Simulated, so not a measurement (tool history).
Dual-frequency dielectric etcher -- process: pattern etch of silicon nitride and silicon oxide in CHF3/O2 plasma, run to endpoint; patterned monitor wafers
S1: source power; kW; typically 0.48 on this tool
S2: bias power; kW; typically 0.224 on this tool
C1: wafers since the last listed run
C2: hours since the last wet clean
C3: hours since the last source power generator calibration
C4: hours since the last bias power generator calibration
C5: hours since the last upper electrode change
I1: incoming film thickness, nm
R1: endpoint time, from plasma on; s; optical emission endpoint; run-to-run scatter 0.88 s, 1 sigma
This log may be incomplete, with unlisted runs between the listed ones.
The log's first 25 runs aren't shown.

run    hour    S1     S2   C1     C2     C3     C4      C5     I1     R1
 26    1359  0.44  0.276  264  346.5  157.5  302.5   932.5  246.4  168.2
 27  1423.4  0.55  0.183  503  410.9  221.9  366.9   996.9  243.1  167.9
 28  1469.3  0.48  0.224  358  456.8  267.8  412.8  1042.8  239.2  167.9
     1517.5  -- wet clean of the chamber
 29    1535  0.59  0.259  325   17.5  333.5  478.5  1108.5  246.4  149.1
 30  1574.7  0.41  0.271  310   57.2  373.2  518.2  1148.2    245  170.3
 31  1638.3  0.48  0.224  497  120.8  436.8  581.8  1211.8  244.5  167.2
 32  1707.1  0.58  0.224  537  189.6  505.6  650.6  1280.6  243.4  154.8
 33    1778  0.48  0.269  554  260.5  576.5  721.5  1351.5  246.4  163.2
 34  1813.6  0.36  0.197  278  296.1  612.1  757.1  1387.1  244.4  197.1
 35  1865.5  0.48  0.224  405    348    664    809    1439    243  167.5
 36  1906.8  0.48  0.224  322  389.3  705.3  850.3  1480.3  243.4  168.7

Each row is a separate what-if for the run after 36, all from the same tool condition, not one after another. Results?
  A  1907.3  0.39  0.224   3  389.8  705.8  850.8  1480.8  247.3   ?
  B  1907.3  0.36  0.224   3  389.8  705.8  850.8  1480.8  247.3   ?
  C  1907.3  0.41  0.192   3  389.8  705.8  850.8  1480.8  247.3   ?

run     R1
  A  187.3
  B  193.6
  C  190.2
With no hidden state in the tool, these same runs would have given:
run     R1
  A    183
  B  189.2
  C  185.9

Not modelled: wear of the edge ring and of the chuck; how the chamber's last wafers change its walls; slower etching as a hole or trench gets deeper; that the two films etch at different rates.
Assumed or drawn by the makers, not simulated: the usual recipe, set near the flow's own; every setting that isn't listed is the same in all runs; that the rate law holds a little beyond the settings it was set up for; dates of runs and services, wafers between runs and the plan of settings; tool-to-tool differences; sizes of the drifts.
